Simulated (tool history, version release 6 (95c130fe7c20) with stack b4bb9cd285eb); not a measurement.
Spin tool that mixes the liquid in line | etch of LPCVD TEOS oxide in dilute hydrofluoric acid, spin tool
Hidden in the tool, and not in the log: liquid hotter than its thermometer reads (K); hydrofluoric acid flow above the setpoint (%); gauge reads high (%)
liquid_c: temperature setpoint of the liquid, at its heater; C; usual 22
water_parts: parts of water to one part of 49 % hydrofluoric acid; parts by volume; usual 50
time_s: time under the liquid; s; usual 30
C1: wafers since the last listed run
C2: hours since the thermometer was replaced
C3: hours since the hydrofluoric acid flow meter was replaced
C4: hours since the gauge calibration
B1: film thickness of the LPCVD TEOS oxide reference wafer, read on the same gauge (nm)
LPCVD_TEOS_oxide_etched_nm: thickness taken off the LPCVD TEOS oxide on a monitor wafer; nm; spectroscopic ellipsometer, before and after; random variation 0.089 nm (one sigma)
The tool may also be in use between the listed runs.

{"run": 1, "hour": 0.0, "liquid_c": 22, "water_parts": 50, "time_s": 30, "C1": 0, "C2": 833.5, "C3": 930.9, "C4": 208.6, "B1": 100, "LPCVD_TEOS_oxide_etched_nm": 23.1}
{"run": 2, "hour": 18.6, "liquid_c": 22, "water_parts": 50, "time_s": 30, "C1": 339, "C2": 852.1, "C3": 949.5, "C4": 227.2, "B1": 100.02, "LPCVD_TEOS_oxide_etched_nm": 23.12}
{"run": 3, "hour": 42.3, "liquid_c": 22, "water_parts": 50, "time_s": 30, "C1": 432, "C2": 875.8, "C3": 973.2, "C4": 250.9, "B1": 100.01, "LPCVD_TEOS_oxide_etched_nm": 23.18}
{"run": 4, "hour": 65.2, "liquid_c": 22, "water_parts": 50, "time_s": 30, "C1": 417, "C2": 898.7, "C3": 996.1, "C4": 273.8, "B1": 100.01, "LPCVD_TEOS_oxide_etched_nm": 23.11}
{"run": 5, "hour": 82.2, "liquid_c": 22, "water_parts": 50, "time_s": 30, "C1": 310, "C2": 915.7, "C3": 1013.1, "C4": 290.8, "B1": 100.01, "LPCVD_TEOS_oxide_etched_nm": 22.9}
{"run": 6, "hour": 118.0, "liquid_c": 22, "water_parts": 50, "time_s": 30, "C1": 653, "C2": 951.5, "C3": 1048.9, "C4": 326.6, "B1": 99.97, "LPCVD_TEOS_oxide_etched_nm": 23.23}
{"run": 7, "hour": 136.6, "liquid_c": 22, "water_parts": 50, "time_s": 30, "C1": 339, "C2": 970.1, "C3": 1067.5, "C4": 345.2, "B1": 100, "LPCVD_TEOS_oxide_etched_nm": 23.11}
{"run": 8, "hour": 175.1, "liquid_c": 22, "water_parts": 35, "time_s": 30, "C1": 702, "C2": 1008.6, "C3": 1106, "C4": 383.7, "B1": 99.97, "LPCVD_TEOS_oxide_etched_nm": 33.71}
{"run": 9, "hour": 204.6, "liquid_c": 22, "water_parts": 40, "time_s": 15, "C1": 538, "C2": 1038.1, "C3": 1135.5, "C4": 413.2, "B1": 100.04, "LPCVD_TEOS_oxide_etched_nm": 14.66}
{"run": 10, "hour": 238.0, "liquid_c": 22, "water_parts": 35, "time_s": 30, "C1": 609, "C2": 1071.5, "C3": 1168.9, "C4": 446.6, "B1": 100.02, "LPCVD_TEOS_oxide_etched_nm": 33.74}
{"hour": 243.4, "done": "gauge calibrated"}
{"run": 11, "hour": 259.5, "liquid_c": 18.5, "water_parts": 50, "time_s": 30, "C1": 392, "C2": 1093, "C3": 1190.4, "C4": 16.1, "B1": 100, "LPCVD_TEOS_oxide_etched_nm": 19.86}
{"run": 12, "hour": 284.9, "liquid_c": 18.5, "water_parts": 50, "time_s": 30, "C1": 463, "C2": 1118.4, "C3": 1215.8, "C4": 41.5, "B1": 100.01, "LPCVD_TEOS_oxide_etched_nm": 19.88}
{"hour": 307.6, "done": "thermometer replaced"}
{"run": 13, "hour": 319.2, "liquid_c": 20, "water_parts": 55, "time_s": 20, "C1": 607, "C2": 11.6, "C3": 1250.1, "C4": 75.8, "B1": 99.97, "LPCVD_TEOS_oxide_etched_nm": 12.76}
{"hour": 336.0, "done": "hydrofluoric acid flow meter replaced"}
{"run": 14, "hour": 393.4, "liquid_c": 22, "water_parts": 30, "time_s": 25, "C1": 1335, "C2": 85.8, "C3": 57.4, "C4": 150, "B1": 99.97, "LPCVD_TEOS_oxide_etched_nm": 32.75}
{"run": 15, "hour": 483.1, "liquid_c": 18.5, "water_parts": 50, "time_s": 25, "C1": 1636, "C2": 175.5, "C3": 147.1, "C4": 239.7, "B1": 100, "LPCVD_TEOS_oxide_etched_nm": 16.56}
{"run": 16, "hour": 532.2, "liquid_c": 22, "water_parts": 50, "time_s": 45, "C1": 895, "C2": 224.6, "C3": 196.2, "C4": 288.8, "B1": 100, "LPCVD_TEOS_oxide_etched_nm": 34.77}

How the hidden state differs across the entries between the runs, from the last listed run before each to the first after it:
Between runs 10 and 11: gauge calibrated (hour 243.4)
  no hidden state differs between the two runs
Between runs 12 and 13: thermometer replaced (hour 307.6)
  no hidden state differs between the two runs
Between runs 13 and 14: hydrofluoric acid flow meter replaced (hour 336)
  no hidden state differs between the two runs
